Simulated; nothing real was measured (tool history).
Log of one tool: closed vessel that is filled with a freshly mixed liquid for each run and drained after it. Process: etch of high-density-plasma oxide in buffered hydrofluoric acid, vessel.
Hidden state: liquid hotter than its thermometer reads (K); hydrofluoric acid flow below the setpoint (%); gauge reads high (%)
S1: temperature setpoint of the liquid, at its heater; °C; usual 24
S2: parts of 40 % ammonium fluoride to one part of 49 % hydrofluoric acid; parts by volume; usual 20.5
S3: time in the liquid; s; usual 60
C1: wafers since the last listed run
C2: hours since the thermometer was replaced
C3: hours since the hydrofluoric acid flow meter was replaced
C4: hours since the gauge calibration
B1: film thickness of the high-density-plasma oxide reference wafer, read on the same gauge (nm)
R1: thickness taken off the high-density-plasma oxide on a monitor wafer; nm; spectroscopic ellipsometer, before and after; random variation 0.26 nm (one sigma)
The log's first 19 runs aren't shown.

run   hour    S1    S2  S3    C1      C2     C3     C4      B1     R1
 20    493    24    23  50  2527  1259.1  540.9  552.1  149.98  39.05
     512.2  -- hydrofluoric acid flow meter replaced
 21  512.7    24  20.5  50  1565  1278.8    0.5  571.8     150   42.2
     535.2  -- thermometer replaced
 22  545.3  21.5    27  45  2644    10.1   33.1  604.4  149.96  25.96
 23  562.4    20    25  60  1431    27.2   50.2  621.5     150  33.84
 24  595.7    24  20.5  60  2786    60.5   83.5  654.8  150.02  47.95
 25    615    24  12.5  75  1615    79.8  102.8  674.1  149.99  97.47
 26  628.4    27  20.5  90  1121    93.2  116.2  687.5  150.04  85.28
 27  652.4    24  26.5  85  2008   117.2  140.2  711.5  150.02  57.48
 28  725.4    24  25.5  60  6109   190.2  213.2  784.5     150  41.51
 29  751.7  26.5  17.5  85  2201   216.5  239.5  810.8     150  91.97
 30  781.9    27  20.5  60  2527   246.7  269.7    841  149.96  56.93
 31  799.6    28    26  60  1481   264.4  287.4  858.7  150.03  51.32

5 ways to go on from here, each from the tool as it stands after run 31. What would each give?
  A  800.3    24    18  60  58  265.1  288.1  859.4   ?   ?
  B  800.3  28.5  20.5  85  58  265.1  288.1  859.4   ?   ?
  C  800.3  22.5  20.5  70  58  265.1  288.1  859.4   ?   ?
  D  800.3    24    24  60  58  265.1  288.1  859.4   ?   ?
  E  800.3    24  20.5  30  58  265.1  288.1  859.4   ?   ?

run   B1     R1
  A  150  54.44
  B  150  87.11
  C  150  51.83
  D  150  43.28
  E  150  24.12
Without the tool's hidden state the same runs would have given:
run     R1
  A  53.76
  B  86.05
  C  51.17
  D  42.74
  E  23.82
